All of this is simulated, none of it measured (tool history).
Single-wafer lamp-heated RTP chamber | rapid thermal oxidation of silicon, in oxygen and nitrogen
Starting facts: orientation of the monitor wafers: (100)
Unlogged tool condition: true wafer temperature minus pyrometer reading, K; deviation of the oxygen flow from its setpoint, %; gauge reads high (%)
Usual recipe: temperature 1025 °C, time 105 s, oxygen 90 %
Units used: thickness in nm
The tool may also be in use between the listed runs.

run    hour  temperature  time  oxygen  wafers since the last listed run  wafers since the last pyrometer calibration  hours since the oxygen flow controller was replaced  hours since the gauge calibration  read-back reference wafer on the same gauge, thickness  thickness
  1       0         1025   105      90                                 0                                         6136                                               2296.6                              273.7                                                   9.076      8.826
  2    52.1         1025   105      90                               683                                         6820                                               2348.7                              325.8                                                   9.067      8.845
  3   144.8         1025   105      90                              1216                                         8037                                               2441.4                              418.5                                                   9.072      8.942
  4   199.1         1034   105      90                               712                                         8749                                               2495.7                              472.8                                                   9.078      9.543
      212.4  -- pyrometer window cleaned and pyrometer calibrated
  5     242         1047   105      90                               458                                          387                                               2538.6                              515.7                                                    9.07     10.123
  6   326.4         1025   105      90                              1107                                         1495                                                 2623                              600.1                                                    9.07      8.648
  7   372.8         1025   105      90                               608                                         2104                                               2669.4                              646.5                                                   9.074      8.677
  8   458.3         1025   105      90                              1122                                         3226                                               2754.9                                732                                                   9.072      8.709
  9   556.2         1025   105      90                              1284                                         4511                                               2852.8                              829.9                                                   9.063      8.758
 10   627.5         1025   105      90                               935                                         5447                                               2924.1                              901.2                                                   9.073      8.796
 11   670.9         1025   105      83                               569                                         6016                                               2967.5                              944.6                                                   9.064      8.609
 12   709.4         1025   105      83                               505                                         6521                                                 3006                              983.1                                                   9.069      8.585
      781.5  -- pyrometer window cleaned and pyrometer calibrated
 13   924.8         1025   105      98                              2721                                         1880                                               3221.4                             1198.5                                                    9.07      9.451
 14   967.6         1025   156      61                               561                                         2442                                               3264.2                             1241.3                                                   9.068      9.547
 15  1046.2          998   105      98                              1031                                         3473                                               3342.8                             1319.9                                                   9.069        7.8
 16  1082.5          998    85      90                               476                                         3950                                               3379.1                             1356.2                                                   9.073       6.85
     1110.4  -- gauge calibrated
     1121.7  -- oxygen flow controller replaced
 17  1145.7         1025   105      90                               724                                         4674                                                   24                               35.3                                                   9.072      9.178
     1183.6  -- pyrometer window cleaned and pyrometer calibrated, repeated, since the last time left the tool worse
 18  1202.8         1025   105      90                               644                                          251                                                 81.1                               92.4                                                   9.071      8.646
 19  1273.4         1025   105      90                               926                                         1178                                                151.7                                163                                                   9.066      8.659
 20  1488.9         1039   155      69                              2828                                         4006                                                367.2                              378.5                                                   9.064     10.489
 21  1561.9         1025   105      90                               958                                         4964                                                440.2                              451.5                                                   9.072      8.747
 22  1622.1          999   105      90                               790                                         5754                                                500.4                              511.7                                                   9.069      7.285
 23  1716.1          998    85      90                              1233                                         6987                                                594.4                              605.7                                                   9.079      6.574
 24  1874.9         1025   147      70                              2083                                         9071                                                753.2                              764.5                                                   9.064      9.605

Run 25, settings as shown, results not yet in. Your forecast:
     1935.3  -- pyrometer window cleaned and pyrometer calibrated
 25  2075.1         1025    76      90                              2522                                         1834                                                953.4                              964.7                                                       ?          ?

{"run 25": {"read-back reference wafer on the same gauge, thickness": 9.075, "thickness": 7.488}}
With the hidden condition absent and the run-to-run variation left alone, this run would have shown thickness 7.475 nm.
